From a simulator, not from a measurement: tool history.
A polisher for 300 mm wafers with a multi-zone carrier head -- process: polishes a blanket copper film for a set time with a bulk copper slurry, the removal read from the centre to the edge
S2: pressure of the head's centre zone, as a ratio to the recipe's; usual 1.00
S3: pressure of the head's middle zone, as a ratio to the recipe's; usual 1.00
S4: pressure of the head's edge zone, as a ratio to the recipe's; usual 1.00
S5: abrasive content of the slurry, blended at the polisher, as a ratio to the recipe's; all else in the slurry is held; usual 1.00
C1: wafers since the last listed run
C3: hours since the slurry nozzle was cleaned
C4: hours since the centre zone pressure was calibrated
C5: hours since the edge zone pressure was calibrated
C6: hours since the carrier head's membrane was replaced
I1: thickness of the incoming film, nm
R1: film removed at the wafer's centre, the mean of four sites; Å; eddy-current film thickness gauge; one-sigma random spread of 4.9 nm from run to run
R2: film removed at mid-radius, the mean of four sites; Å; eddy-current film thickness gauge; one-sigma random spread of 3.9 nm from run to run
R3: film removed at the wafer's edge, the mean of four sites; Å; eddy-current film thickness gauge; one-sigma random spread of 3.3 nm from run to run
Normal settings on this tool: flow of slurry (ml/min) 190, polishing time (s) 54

{"run": 1, "hour": 0.0, "flow of slurry (ml/min)": 190, "S2": 1.0, "S3": 1.0, "S4": 1.0, "S5": 1.0, "polishing time (s)": 54, "C1": 0, "wafers polished on this pad": 134, "C3": 180.2, "C4": 114.5, "C5": 667.8, "C6": 1453.1, "I1": 4404.7, "R1": 3878, "R2": 4068, "R3": 3977}
{"run": 2, "hour": 23.0, "flow of slurry (ml/min)": 190, "S2": 1.0, "S3": 1.0, "S4": 1.0, "S5": 1.0, "polishing time (s)": 54, "C1": 211, "wafers polished on this pad": 345, "C3": 203.2, "C4": 137.5, "C5": 690.8, "C6": 1476.1, "I1": 4392.6, "R1": 3861, "R2": 4084, "R3": 4012}
{"run": 3, "hour": 52.7, "flow of slurry (ml/min)": 190, "S2": 1.0, "S3": 1.0, "S4": 1.0, "S5": 1.0, "polishing time (s)": 54, "C1": 272, "wafers polished on this pad": 617, "C3": 232.9, "C4": 167.2, "C5": 720.5, "C6": 1505.8, "I1": 4426.7, "R1": 3732, "R2": 3990, "R3": 3969}
{"run": 4, "hour": 69.6, "flow of slurry (ml/min)": 190, "S2": 1.0, "S3": 1.0, "S4": 1.0, "S5": 1.0, "polishing time (s)": 54, "C1": 155, "wafers polished on this pad": 772, "C3": 249.8, "C4": 184.1, "C5": 737.4, "C6": 1522.7, "I1": 4351.5, "R1": 3646, "R2": 4010, "R3": 3999}
{"hour": 101.2, "done": "worn pad replaced by a new one"}
{"run": 5, "hour": 112.0, "flow of slurry (ml/min)": 190, "S2": 1.0, "S3": 1.0, "S4": 1.0, "S5": 1.0, "polishing time (s)": 54, "C1": 352, "wafers polished on this pad": 99, "C3": 292.2, "C4": 226.5, "C5": 779.8, "C6": 1565.1, "I1": 4334.9, "R1": 3670, "R2": 3973, "R3": 3951}
{"run": 6, "hour": 135.1, "flow of slurry (ml/min)": 190, "S2": 1.0, "S3": 1.0, "S4": 0.96, "S5": 1.0, "polishing time (s)": 54, "C1": 211, "wafers polished on this pad": 311, "C3": 315.3, "C4": 249.6, "C5": 802.9, "C6": 1588.2, "I1": 4304.9, "R1": 3608, "R2": 3972, "R3": 3821}
{"run": 7, "hour": 155.0, "flow of slurry (ml/min)": 190, "S2": 1.0, "S3": 1.0, "S4": 0.96, "S5": 1.0, "polishing time (s)": 54, "C1": 182, "wafers polished on this pad": 493, "C3": 335.2, "C4": 269.5, "C5": 822.8, "C6": 1608.1, "I1": 4379.3, "R1": 3576, "R2": 3963, "R3": 3865}
{"hour": 188.1, "done": "worn pad replaced by a new one"}
{"run": 8, "hour": 188.6, "flow of slurry (ml/min)": 190, "S2": 1.0, "S3": 1.0, "S4": 0.96, "S5": 1.0, "polishing time (s)": 54, "C1": 271, "wafers polished on this pad": 4, "C3": 368.8, "C4": 303.1, "C5": 856.4, "C6": 1641.7, "I1": 4349.4, "R1": 3521, "R2": 3909, "R3": 3769}
{"run": 9, "hour": 209.4, "flow of slurry (ml/min)": 190, "S2": 1.0, "S3": 1.0, "S4": 1.0, "S5": 1.0, "polishing time (s)": 54, "C1": 190, "wafers polished on this pad": 195, "C3": 389.6, "C4": 323.9, "C5": 877.2, "C6": 1662.5, "I1": 4363.5, "R1": 3435, "R2": 3831, "R3": 3874}
{"hour": 216.7, "done": "carrier head's membrane replaced by a new one"}
{"hour": 229.6, "done": "slurry nozzle cleaned"}
{"run": 10, "hour": 231.3, "flow of slurry (ml/min)": 160, "S2": 1.0, "S3": 1.0, "S4": 1.0, "S5": 1.0, "polishing time (s)": 54, "C1": 145, "wafers polished on this pad": 340, "C3": 1.7, "C4": 345.8, "C5": 899.1, "C6": 14.6, "I1": 4301.4, "R1": 3596, "R2": 3903, "R3": 3943}
{"run": 11, "hour": 265.3, "flow of slurry (ml/min)": 170, "S2": 1.0, "S3": 1.0, "S4": 0.95, "S5": 0.7, "polishing time (s)": 60, "C1": 311, "wafers polished on this pad": 652, "C3": 35.7, "C4": 379.8, "C5": 933.1, "C6": 48.6, "I1": 4403.3, "R1": 3642, "R2": 4049, "R3": 3876}
{"hour": 268.5, "done": "centre zone pressure recalibrated"}
{"hour": 275.3, "done": "worn pad replaced by a new one"}
{"run": 12, "hour": 284.8, "flow of slurry (ml/min)": 190, "S2": 1.0, "S3": 1.05, "S4": 1.0, "S5": 1.0, "polishing time (s)": 54, "C1": 123, "wafers polished on this pad": 87, "C3": 55.2, "C4": 16.3, "C5": 952.6, "C6": 68.1, "I1": 4389.2, "R1": 3988, "R2": 4206, "R3": 4059}
{"run": 13, "hour": 313.7, "flow of slurry (ml/min)": 240, "S2": 1.11, "S3": 1.0, "S4": 1.1, "S5": 1.1, "polishing time (s)": 54, "C1": 265, "wafers polished on this pad": 352, "C3": 84.1, "C4": 45.2, "C5": 981.5, "C6": 97.0, "I1": 4389.3, "R1": 4668, "R2": 4269, "R3": 4447}
{"run": 14, "hour": 335.3, "flow of slurry (ml/min)": 190, "S2": 1.0, "S3": 1.0, "S4": 1.0, "S5": 1.2, "polishing time (s)": 54, "C1": 198, "wafers polished on this pad": 550, "C3": 105.7, "C4": 66.8, "C5": 1003.1, "C6": 118.6, "I1": 4271.4, "R1": 4131, "R2": 4180, "R3": 4243}
{"hour": 337.8, "done": "edge zone pressure recalibrated"}
{"run": 15, "hour": 367.8, "flow of slurry (ml/min)": 150, "S2": 1.0, "S3": 0.89, "S4": 0.89, "S5": 0.75, "polishing time (s)": 54, "C1": 279, "wafers polished on this pad": 830, "C3": 138.2, "C4": 99.3, "C5": 30.0, "C6": 151.1, "I1": 4322.1, "R1": 3351, "R2": 3271, "R3": 3468}
{"hour": 374.1, "done": "worn pad replaced by a new one"}
{"run": 16, "hour": 382.9, "flow of slurry (ml/min)": 190, "S2": 1.0, "S3": 1.0, "S4": 1.0, "S5": 1.0, "polishing time (s)": 54, "C1": 101, "wafers polished on this pad": 80, "C3": 153.3, "C4": 114.4, "C5": 45.1, "C6": 166.2, "I1": 4366.6, "R1": 3821, "R2": 4045, "R3": 3976}
{"run": 17, "hour": 403.8, "flow of slurry (ml/min)": 165, "S2": 1.0, "S3": 1.0, "S4": 1.0, "S5": 1.0, "polishing time (s)": 54, "C1": 191, "wafers polished on this pad": 272, "C3": 174.2, "C4": 135.3, "C5": 66.0, "C6": 187.1, "I1": 4301.8, "R1": 3725, "R2": 3947, "R3": 3945}
{"run": 18, "hour": 436.2, "flow of slurry (ml/min)": 190, "S2": 0.94, "S3": 0.95, "S4": 1.0, "S5": 1.0, "polishing time (s)": 54, "C1": 297, "wafers polished on this pad": 569, "C3": 206.6, "C4": 167.7, "C5": 98.4, "C6": 219.5, "I1": 4328.0, "R1": 3523, "R2": 3904, "R3": 4022}
{"run": 19, "hour": 459.4, "flow of slurry (ml/min)": 245, "S2": 0.9, "S3": 1.0, "S4": 1.0, "S5": 1.0, "polishing time (s)": 54, "C1": 212, "wafers polished on this pad": 782, "C3": 229.8, "C4": 190.9, "C5": 121.6, "C6": 242.7, "I1": 4359.4, "R1": 3410, "R2": 4168, "R3": 4114}
{"hour": 470.1, "done": "worn pad replaced by a new one"}
{"run": 20, "hour": 505.1, "flow of slurry (ml/min)": 190, "S2": 1.0, "S3": 1.05, "S4": 1.0, "S5": 1.0, "polishing time (s)": 54, "C1": 382, "wafers polished on this pad": 320, "C3": 275.5, "C4": 236.6, "C5": 167.3, "C6": 288.4, "I1": 4346.9, "R1": 3680, "R2": 4090, "R3": 4026}

Alternative continuations, all from the tool just after run 20; predict every row:
{"run": "A", "hour": 505.5, "flow of slurry (ml/min)": 190, "S2": 1.0, "S3": 1.0, "S4": 1.0, "S5": 1.0, "polishing time (s)": 66, "C1": 3, "wafers polished on this pad": 324, "C3": 275.9, "C4": 237.0, "C5": 167.7, "C6": 288.8, "I1": 4340.7, "R1": "?", "R2": "?", "R3": "?"}
{"run": "B", "hour": 505.5, "flow of slurry (ml/min)": 190, "S2": 1.0, "S3": 1.0, "S4": 1.08, "S5": 1.0, "polishing time (s)": 54, "C1": 3, "wafers polished on this pad": 324, "C3": 275.9, "C4": 237.0, "C5": 167.7, "C6": 288.8, "I1": 4340.7, "R1": "?", "R2": "?", "R3": "?"}
{"run": "C", "hour": 505.5, "flow of slurry (ml/min)": 130, "S2": 1.0, "S3": 1.0, "S4": 1.0, "S5": 1.0, "polishing time (s)": 39, "C1": 3, "wafers polished on this pad": 324, "C3": 275.9, "C4": 237.0, "C5": 167.7, "C6": 288.8, "I1": 4340.7, "R1": "?", "R2": "?", "R3": "?"}
{"run": "D", "hour": 505.5, "flow of slurry (ml/min)": 190, "S2": 1.0, "S3": 1.08, "S4": 1.0, "S5": 1.0, "polishing time (s)": 54, "C1": 3, "wafers polished on this pad": 324, "C3": 275.9, "C4": 237.0, "C5": 167.7, "C6": 288.8, "I1": 4340.7, "R1": "?", "R2": "?", "R3": "?"}
{"run": "E", "hour": 505.5, "flow of slurry (ml/min)": 190, "S2": 1.09, "S3": 1.0, "S4": 1.07, "S5": 0.75, "polishing time (s)": 45, "C1": 3, "wafers polished on this pad": 324, "C3": 275.9, "C4": 237.0, "C5": 167.7, "C6": 288.8, "I1": 4340.7, "R1": "?", "R2": "?", "R3": "?"}

run=A R1=4474 R2=4772 R3=4883
run=B R1=3661 R2=3904 R3=4142
run=C R1=2379 R2=2571 R3=2704
run=D R1=3663 R2=4168 R3=3991
run=E R1=3095 R2=3024 R3=3195
What these runs would have given with no unlogged condition in the tool:
run=A R1=5026 R2=4897 R3=4977
run=B R1=4112 R2=4006 R3=4222
run=C R1=2715 R2=2673 R3=2778
run=D R1=4114 R2=4277 R3=4067
run=E R1=3475 R2=3102 R3=3256
